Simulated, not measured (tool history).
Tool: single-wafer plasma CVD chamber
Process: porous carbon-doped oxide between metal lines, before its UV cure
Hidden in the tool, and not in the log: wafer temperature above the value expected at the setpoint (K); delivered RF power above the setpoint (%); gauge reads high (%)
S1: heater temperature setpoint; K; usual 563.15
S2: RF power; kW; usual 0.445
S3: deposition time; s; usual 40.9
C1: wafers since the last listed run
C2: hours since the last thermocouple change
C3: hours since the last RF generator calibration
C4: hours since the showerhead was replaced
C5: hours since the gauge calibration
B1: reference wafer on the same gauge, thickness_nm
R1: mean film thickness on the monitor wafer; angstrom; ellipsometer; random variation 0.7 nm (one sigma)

run,hour,S1,S2,S3,C1,C2,C3,C4,C5,B1,R1
1,0.0,563.15,0.445,40.9,0,674.3,2223.8,5211.7,326.4,247.078,2207.04
2,66.1,563.15,0.475,37.6,1976,740.4,2289.9,5277.8,392.5,246.954,2102.04
3,105.3,563.15,0.475,37.6,1172,779.6,2329.1,5317.0,431.7,246.995,2097.26
4,179.6,563.15,0.475,37.6,2221,853.9,2403.4,5391.3,506.0,246.831,2100.71
5,269.8,563.15,0.445,40.9,2697,944.1,2493.6,5481.5,596.2,246.854,2203.80
# hour 322.8: RF generator calibrated
6,346.6,563.15,0.445,43.9,2057,1020.9,23.8,5558.3,673.0,247.284,2353.70
7,395.7,563.15,0.445,43.9,1468,1070.0,72.9,5607.4,722.1,246.892,2359.27
8,431.9,563.15,0.445,40.9,1082,1106.2,109.1,5643.6,758.3,247.125,2203.96
# hour 435.5: gauge calibrated
# hour 458.0: thermocouple changed; heater temperature recalibrated
9,534.8,556.15,0.420,43.9,2837,76.8,212.0,5746.5,99.3,247.088,2383.61
# hour 583.8: showerhead replaced
10,636.6,563.15,0.385,47.7,2805,178.6,313.8,52.8,201.1,247.106,2339.92
11,696.7,577.15,0.375,38.1,1797,238.7,373.9,112.9,261.2,246.923,1688.25
12,755.8,568.15,0.525,37.8,1767,297.8,433.0,172.0,320.3,247.180,2167.51
13,854.6,563.15,0.445,40.9,2954,396.6,531.8,270.8,419.1,246.980,2200.33
14,938.5,563.15,0.390,40.9,2508,480.5,615.7,354.7,503.0,247.013,2030.50

How the hidden state differs across the entries between the runs, from the last listed run before each to the first after it:
Between runs 5 and 6: RF generator calibrated (hour 322.8)
  no hidden state differs between the two runs
Between runs 8 and 9: gauge calibrated (hour 435.5); thermocouple changed; heater temperature recalibrated (hour 458.0)
  no hidden state differs between the two runs
Between runs 9 and 10: showerhead replaced (hour 583.8)
  no hidden state differs between the two runs
